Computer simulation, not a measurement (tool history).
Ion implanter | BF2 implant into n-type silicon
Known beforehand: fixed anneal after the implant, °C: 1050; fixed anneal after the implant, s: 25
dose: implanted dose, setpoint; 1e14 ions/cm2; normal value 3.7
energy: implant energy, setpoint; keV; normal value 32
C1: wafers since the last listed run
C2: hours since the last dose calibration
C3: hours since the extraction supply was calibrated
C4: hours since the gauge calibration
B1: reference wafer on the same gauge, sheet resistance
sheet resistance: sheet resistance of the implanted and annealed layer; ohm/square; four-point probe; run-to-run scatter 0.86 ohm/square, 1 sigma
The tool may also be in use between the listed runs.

Run 1, day 0: usual settings; C1 0; C2 831.7; C3 4476.9; C4 1743; B1 345.99. Result: sheet resistance 318.04 ohm/square.
Run 2, day 2.092: usual settings; C1 750; C2 881.9; C3 4527.1; C4 1793.2; B1 346.01. Result: sheet resistance 318.12 ohm/square.
Run 3, day 4.725: usual settings; C1 944; C2 945.1; C3 4590.3; C4 1856.4; B1 346.09. Result: sheet resistance 317.43 ohm/square.
At day 5.483: Faraday cup replaced and dose calibrated.
Run 4, day 7.858: usual settings but dose 3.45 1e14 ions/cm2; C1 1004; C2 57; C3 4665.5; C4 1931.6; B1 345.93. Result: sheet resistance 336.78 ohm/square.
Run 5, day 11.15: usual settings but dose 3.45 1e14 ions/cm2; C1 1180; C2 136; C3 4744.5; C4 2010.6; B1 346. Result: sheet resistance 336.78 ohm/square.
Run 6, day 13.642: usual settings but dose 4.06 1e14 ions/cm2; C1 893; C2 195.8; C3 4804.3; C4 2070.4; B1 345.96. Result: sheet resistance 294.18 ohm/square.
Run 7, day 16.271: usual settings but dose 4.06 1e14 ions/cm2; C1 943; C2 258.9; C3 4867.4; C4 2133.5; B1 346.11. Result: sheet resistance 292.54 ohm/square.
Run 8, day 20.504: usual settings; C1 1518; C2 360.5; C3 4969; C4 2235.1; B1 346.06. Result: sheet resistance 317.75 ohm/square.
Run 9, day 24.512: usual settings; C1 1437; C2 456.7; C3 5065.2; C4 2331.3; B1 346.04. Result: sheet resistance 318.15 ohm/square.
Run 10, day 28.883: usual settings; C1 1567; C2 561.6; C3 5170.1; C4 2436.2; B1 346.05. Result: sheet resistance 318.38 ohm/square.
Run 11, day 31.388: usual settings but dose 4.2 1e14 ions/cm2, energy 40 keV; C1 898; C2 621.7; C3 5230.2; C4 2496.3; B1 346.11. Result: sheet resistance 279.52 ohm/square.
At day 38.738: gauge calibrated.
Run 12, day 40.171: usual settings; C1 3150; C2 832.5; C3 5441; C4 34.4; B1 346.15. Result: sheet resistance 317.71 ohm/square.
Run 13, day 44.288: usual settings; C1 1476; C2 931.3; C3 5539.8; C4 133.2; B1 345.99. Result: sheet resistance 317 ohm/square.
At day 46.292: Faraday cup replaced and dose calibrated.
Run 14, day 46.312: usual settings; C1 606; C2 0.5; C3 5588.4; C4 181.8; B1 345.88. Result: sheet resistance 318.83 ohm/square.
Run 15, day 49.075: usual settings; C1 990; C2 66.8; C3 5654.7; C4 248.1; B1 346.12. Result: sheet resistance 317.29 ohm/square.
Run 16, day 52.325: usual settings; C1 1165; C2 144.8; C3 5732.7; C4 326.1; B1 346.01. Result: sheet resistance 318 ohm/square.
Run 17, day 54.771: usual settings; C1 877; C2 203.5; C3 5791.4; C4 384.8; B1 345.94. Result: sheet resistance 317.76 ohm/square.
Run 18, day 58.246: usual settings but dose 2.83 1e14 ions/cm2, energy 40.5 keV; C1 1246; C2 286.9; C3 5874.8; C4 468.2; B1 345.97. Result: sheet resistance 386.9 ohm/square.
Run 19, day 61.371: usual settings but energy 22 keV; C1 1120; C2 361.9; C3 5949.8; C4 543.2; B1 345.84. Result: sheet resistance 327.95 ohm/square.
Run 20, day 63.438: usual settings; C1 741; C2 411.5; C3 5999.4; C4 592.8; B1 346.13. Result: sheet resistance 318.46 ohm/square.
Run 21, day 65.092: usual settings; C1 593; C2 451.2; C3 6039.1; C4 632.5; B1 346.13. Result: sheet resistance 316.93 ohm/square.

What will run 22 give?
Run 22, day 69.433: usual settings but dose 4.44 1e14 ions/cm2, energy 36.5 keV; C1 1557; C2 555.4; C3 6143.3; C4 736.7; B1 ?. Result: sheet resistance ?.

{"run 22": {"B1": 345.91, "sheet resistance": 271.07}}
Take away the tool's hidden state, keep the run-to-run variation as it was, and the same run would have given sheet resistance 271.07 ohm/square.

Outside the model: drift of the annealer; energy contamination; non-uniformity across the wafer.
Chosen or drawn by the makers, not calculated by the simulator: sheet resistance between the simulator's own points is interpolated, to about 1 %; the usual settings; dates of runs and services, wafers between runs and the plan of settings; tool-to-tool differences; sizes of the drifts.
